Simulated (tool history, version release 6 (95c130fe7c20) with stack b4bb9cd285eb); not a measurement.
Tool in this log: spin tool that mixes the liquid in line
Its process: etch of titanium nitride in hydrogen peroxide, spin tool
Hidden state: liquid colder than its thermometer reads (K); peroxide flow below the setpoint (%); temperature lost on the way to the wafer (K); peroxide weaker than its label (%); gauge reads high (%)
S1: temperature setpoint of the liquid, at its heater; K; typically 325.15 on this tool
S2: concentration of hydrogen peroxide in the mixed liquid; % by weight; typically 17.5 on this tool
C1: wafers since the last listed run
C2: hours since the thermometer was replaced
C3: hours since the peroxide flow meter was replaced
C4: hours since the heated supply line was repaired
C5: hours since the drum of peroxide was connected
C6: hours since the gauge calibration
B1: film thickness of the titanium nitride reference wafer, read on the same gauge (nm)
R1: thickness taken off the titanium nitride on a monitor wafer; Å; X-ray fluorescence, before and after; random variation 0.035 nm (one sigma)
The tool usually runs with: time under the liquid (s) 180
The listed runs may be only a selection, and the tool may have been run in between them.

{"run": 1, "day": 0.0, "S1": 325.15, "S2": 17.5, "time under the liquid (s)": 180, "C1": 0, "C2": 970.1, "C3": 169.4, "C4": 1034.6, "C5": 788.5, "C6": 1188.1, "B1": 39.99, "R1": 52.8}
{"run": 2, "day": 1.625, "S1": 325.15, "S2": 17.5, "time under the liquid (s)": 180, "C1": 322, "C2": 1009.1, "C3": 208.4, "C4": 1073.6, "C5": 827.5, "C6": 1227.1, "B1": 40.03, "R1": 51.8}
{"run": 3, "day": 3.129, "S1": 325.15, "S2": 17.5, "time under the liquid (s)": 180, "C1": 298, "C2": 1045.2, "C3": 244.5, "C4": 1109.7, "C5": 863.6, "C6": 1263.2, "B1": 39.95, "R1": 52.2}
{"run": 4, "day": 5.517, "S1": 325.15, "S2": 17.5, "time under the liquid (s)": 180, "C1": 473, "C2": 1102.5, "C3": 301.8, "C4": 1167.0, "C5": 920.9, "C6": 1320.5, "B1": 39.99, "R1": 52.8}
{"run": 5, "day": 7.2, "S1": 325.15, "S2": 17.5, "time under the liquid (s)": 180, "C1": 333, "C2": 1142.9, "C3": 342.2, "C4": 1207.4, "C5": 961.3, "C6": 1360.9, "B1": 40.03, "R1": 52.5}
{"run": 6, "day": 8.454, "S1": 332.65, "S2": 17.5, "time under the liquid (s)": 180, "C1": 248, "C2": 1173.0, "C3": 372.3, "C4": 1237.5, "C5": 991.4, "C6": 1391.0, "B1": 39.96, "R1": 88.1}
{"run": 7, "day": 9.654, "S1": 332.65, "S2": 17.5, "time under the liquid (s)": 180, "C1": 237, "C2": 1201.8, "C3": 401.1, "C4": 1266.3, "C5": 1020.2, "C6": 1419.8, "B1": 40.0, "R1": 88.2}
{"run": 8, "day": 10.667, "S1": 332.65, "S2": 17.5, "time under the liquid (s)": 180, "C1": 200, "C2": 1226.1, "C3": 425.4, "C4": 1290.6, "C5": 1044.5, "C6": 1444.1, "B1": 40.05, "R1": 88.2}
{"run": 9, "day": 13.446, "S1": 325.15, "S2": 17.5, "time under the liquid (s)": 235, "C1": 551, "C2": 1292.8, "C3": 492.1, "C4": 1357.3, "C5": 1111.2, "C6": 1510.8, "B1": 40.03, "R1": 67.5}
{"run": 10, "day": 15.829, "S1": 325.15, "S2": 17.5, "time under the liquid (s)": 180, "C1": 472, "C2": 1350.0, "C3": 549.3, "C4": 1414.5, "C5": 1168.4, "C6": 1568.0, "B1": 40.03, "R1": 51.9}
{"run": 11, "day": 17.617, "S1": 325.15, "S2": 17.5, "time under the liquid (s)": 180, "C1": 354, "C2": 1392.9, "C3": 592.2, "C4": 1457.4, "C5": 1211.3, "C6": 1610.9, "B1": 40.02, "R1": 52.2}
{"day": 17.767, "done": "new drum of peroxide connected"}
{"run": 12, "day": 18.733, "S1": 325.15, "S2": 17.5, "time under the liquid (s)": 180, "C1": 213, "C2": 1419.7, "C3": 619.0, "C4": 1484.2, "C5": 23.2, "C6": 1637.7, "B1": 39.98, "R1": 52.3}
{"day": 18.8, "done": "gauge calibrated"}
{"run": 13, "day": 20.846, "S1": 325.15, "S2": 17.5, "time under the liquid (s)": 180, "C1": 418, "C2": 1470.4, "C3": 669.7, "C4": 1534.9, "C5": 73.9, "C6": 49.1, "B1": 40.01, "R1": 52.4}
{"run": 14, "day": 22.846, "S1": 321.65, "S2": 17.5, "time under the liquid (s)": 255, "C1": 396, "C2": 1518.4, "C3": 717.7, "C4": 1582.9, "C5": 121.9, "C6": 97.1, "B1": 40.02, "R1": 57.3}
{"run": 15, "day": 25.571, "S1": 325.15, "S2": 20.5, "time under the liquid (s)": 90, "C1": 540, "C2": 1583.8, "C3": 783.1, "C4": 1648.3, "C5": 187.3, "C6": 162.5, "B1": 40.03, "R1": 26.6}
{"day": 27.788, "done": "peroxide flow meter replaced"}
{"run": 16, "day": 27.988, "S1": 325.15, "S2": 16.0, "time under the liquid (s)": 180, "C1": 470, "C2": 1641.8, "C3": 4.8, "C4": 1706.3, "C5": 245.3, "C6": 220.5, "B1": 39.98, "R1": 50.3}
{"run": 17, "day": 30.183, "S1": 329.65, "S2": 16.0, "time under the liquid (s)": 180, "C1": 435, "C2": 1694.5, "C3": 57.5, "C4": 1759.0, "C5": 298.0, "C6": 273.2, "B1": 40.02, "R1": 70.4}
{"run": 18, "day": 31.529, "S1": 329.65, "S2": 20.0, "time under the liquid (s)": 210, "C1": 266, "C2": 1726.8, "C3": 89.8, "C4": 1791.3, "C5": 330.3, "C6": 305.5, "B1": 40.01, "R1": 85.2}
{"run": 19, "day": 32.988, "S1": 319.65, "S2": 13.0, "time under the liquid (s)": 95, "C1": 289, "C2": 1761.8, "C3": 124.8, "C4": 1826.3, "C5": 365.3, "C6": 340.5, "B1": 40.01, "R1": 17.5}
{"day": 33.196, "done": "thermometer replaced"}
{"run": 20, "day": 35.854, "S1": 329.65, "S2": 16.0, "time under the liquid (s)": 270, "C1": 560, "C2": 63.8, "C3": 193.6, "C4": 1895.1, "C5": 434.1, "C6": 409.3, "B1": 40.03, "R1": 104.7}
{"day": 36.667, "done": "heated supply line repaired"}
{"run": 21, "day": 44.783, "S1": 331.15, "S2": 20.0, "time under the liquid (s)": 220, "C1": 1762, "C2": 278.1, "C3": 407.9, "C4": 194.8, "C5": 648.4, "C6": 623.6, "B1": 40.03, "R1": 100.4}
{"run": 22, "day": 46.975, "S1": 317.15, "S2": 15.5, "time under the liquid (s)": 180, "C1": 434, "C2": 330.7, "C3": 460.5, "C4": 247.4, "C5": 701.0, "C6": 676.2, "B1": 39.99, "R1": 28.2}
{"run": 23, "day": 48.879, "S1": 325.15, "S2": 17.5, "time under the liquid (s)": 180, "C1": 377, "C2": 376.4, "C3": 506.2, "C4": 293.1, "C5": 746.7, "C6": 721.9, "B1": 39.96, "R1": 52.1}
{"run": 24, "day": 50.7, "S1": 325.15, "S2": 17.5, "time under the liquid (s)": 180, "C1": 361, "C2": 420.1, "C3": 549.9, "C4": 336.8, "C5": 790.4, "C6": 765.6, "B1": 39.98, "R1": 52.1}
{"run": 25, "day": 53.267, "S1": 318.65, "S2": 12.5, "time under the liquid (s)": 110, "C1": 508, "C2": 481.7, "C3": 611.5, "C4": 398.4, "C5": 852.0, "C6": 827.2, "B1": 40.03, "R1": 18.7}

What differs in the tool's unlogged condition from the final listed run ahead of each entry between runs to the first listed run following it?
Run 11 -> run 12: new drum of peroxide connected (day 17.767)
  both runs share identical hidden conditions
Run 12 -> run 13: gauge calibrated (day 18.800)
  both runs share identical hidden conditions
Run 15 -> run 16: peroxide flow meter replaced (day 27.788)
  both runs share identical hidden conditions
Run 19 -> run 20: thermometer replaced (day 33.196)
  both runs share identical hidden conditions
Run 20 -> run 21: heated supply line repaired (day 36.667)
  both runs share identical hidden conditions
